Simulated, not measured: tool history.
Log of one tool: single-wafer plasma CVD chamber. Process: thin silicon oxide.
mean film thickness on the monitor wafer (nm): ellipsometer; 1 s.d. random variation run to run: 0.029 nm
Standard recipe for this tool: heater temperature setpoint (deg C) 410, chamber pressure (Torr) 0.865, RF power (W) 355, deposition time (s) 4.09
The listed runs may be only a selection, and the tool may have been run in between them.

run	hour	heater temperature setpoint (deg C)	chamber pressure (Torr)	RF power (W)	deposition time (s)	read-back reference wafer on the same gauge, thickness_nm	mean film thickness on the monitor wafer (nm)
1	0.0	410	0.865	355	4.09	11.387	9.423
2	17.6	410	0.865	355	4.09	11.395	9.377
3	38.3	410	0.865	355	4.09	11.392	9.425
4	64.9	410	0.865	355	4.09	11.395	9.435
5	92.2	410	0.865	355	4.09	11.389	9.369
6	109.6	410	0.865	355	4.09	11.396	9.383
7	140.4	410	0.865	355	4.09	11.389	9.386
8	169.2	410	0.865	355	4.09	11.388	9.333
# hour 185.9: showerhead replaced
# hour 197.3: thermocouple changed; heater temperature recalibrated
9	258.0	410	0.865	355	4.09	11.395	9.349
10	271.8	410	0.865	355	4.09	11.399	9.273
11	289.8	410	0.865	355	4.09	11.392	9.326
12	316.0	410	0.865	355	4.09	11.398	9.315
# hour 347.5: RF generator calibrated
13	348.4	422	1.028	355	4.09	11.384	10.642
14	373.8	410	0.865	355	4.09	11.390	9.212
15	408.3	410	0.865	355	4.09	11.389	9.239
16	436.0	410	0.865	355	4.09	11.390	9.200
17	471.2	410	0.865	355	4.09	11.395	9.170
18	495.3	410	1.069	415	4.09	11.394	11.931
19	517.6	410	1.008	390	4.33	11.383	11.717
20	545.5	410	0.865	355	4.09	11.377	9.189
# hour 554.8: capacitance manometer re-zeroed and calibrated
# hour 572.9: gauge calibrated
21	580.0	410	0.727	355	4.09	11.376	8.124
22	601.5	423	1.069	405	4.47	11.398	13.163
23	628.3	405	0.694	325	4.60	11.395	8.255
24	652.9	419	1.014	355	3.42	11.388	9.042
25	686.1	416	0.865	355	4.09	11.392	9.479
26	720.9	410	0.865	355	4.09	11.383	9.566
27	733.2	400	0.865	335	4.34	11.386	9.761
28	766.8	398	0.688	355	4.09	11.386	7.602

Selected run-to-run steps in mean film thickness on the monitor wafer (nm), each split into two signed amounts: the part the tool would show with no hidden state at all (from settings, incoming material and random variation), and the remainder, which goes to the hidden state together with any gauge scatter not common to the measured and the hidden-state-free results:
The hidden state here: wafer temperature above the value expected at the setpoint (K); delivered RF power above the setpoint (%); true pressure above the setpoint (%); gauge reads high (%).
Run 18 -> 19: chamber pressure (Torr) 1.069 -> 1.008, RF power (W) 415 -> 390, deposition time (s) 4.09 -> 4.33. mean film thickness on the monitor wafer (nm) -0.214: hidden state -0.052, all else -0.162.
Run 20 -> 21: chamber pressure (Torr) 0.865 -> 0.727, capacitance manometer re-zeroed and calibrated, gauge calibrated. mean film thickness on the monitor wafer (nm) -1.065: hidden state +0.405, all else -1.470.
Run 21 -> 22: heater temperature setpoint (deg C) 410 -> 423, chamber pressure (Torr) 0.727 -> 1.069, RF power (W) 355 -> 405, deposition time (s) 4.09 -> 4.47. mean film thickness on the monitor wafer (nm) +5.039: hidden state -0.014, all else +5.053.
Run 22 -> 23: heater temperature setpoint (deg C) 423 -> 405, chamber pressure (Torr) 1.069 -> 0.694, RF power (W) 405 -> 325, deposition time (s) 4.47 -> 4.60. mean film thickness on the monitor wafer (nm) -4.908: hidden state -0.009, all else -4.899.

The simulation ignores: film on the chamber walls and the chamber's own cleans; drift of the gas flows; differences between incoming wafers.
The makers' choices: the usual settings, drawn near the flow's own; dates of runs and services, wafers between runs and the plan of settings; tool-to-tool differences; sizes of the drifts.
